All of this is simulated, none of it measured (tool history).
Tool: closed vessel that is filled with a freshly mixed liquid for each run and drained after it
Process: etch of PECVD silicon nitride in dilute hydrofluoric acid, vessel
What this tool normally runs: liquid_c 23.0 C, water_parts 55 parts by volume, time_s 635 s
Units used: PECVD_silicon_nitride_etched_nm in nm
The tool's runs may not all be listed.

run,hour,liquid_c,water_parts,time_s,"read-back film thickness of the PECVD silicon nitride reference wafer, read on the same gauge (nm)",PECVD_silicon_nitride_etched_nm
1,0.0,20.5,55,850,110.02,43.83
2,15.3,20.5,55,850,110.02,43.91
3,26.6,20.5,55,850,110.01,43.98
4,36.1,23.0,55,635,109.96,38.73
5,43.0,26.0,55,635,110.00,47.10
6,55.8,26.0,55,635,110.02,47.07
# hour 62.5: thermometer replaced
7,65.3,26.0,55,635,109.99,38.87
# hour 78.8: gauge calibrated
8,78.9,23.0,55,635,109.99,32.05
9,89.4,23.0,65,635,109.97,27.21
10,106.9,19.5,35,635,110.02,39.04
# hour 115.4: hydrofluoric acid flow meter replaced
11,117.2,23.0,55,635,109.99,36.01
12,125.4,21.0,55,635,110.02,31.31
13,137.7,23.0,25,800,110.00,97.61
14,149.8,24.5,55,340,109.99,21.33

Branching from run 14: 4 alternative next runs. What would each branch give?
A,150.6,23.0,35,635,?,?
B,150.6,25.5,55,635,?,?
C,150.6,21.5,75,295,?,?
D,150.6,23.0,55,295,?,?

run,"read-back film thickness of the PECVD silicon nitride reference wafer, read on the same gauge (nm)",PECVD_silicon_nitride_etched_nm
A,110.03,56.17
B,110.03,42.75
C,110.03,11.20
D,110.03,16.80
With the hidden condition removed and each run's random variation left untouched, the same runs would have given:
run,PECVD_silicon_nitride_etched_nm
A,56.32
B,42.88
C,11.23
D,16.84
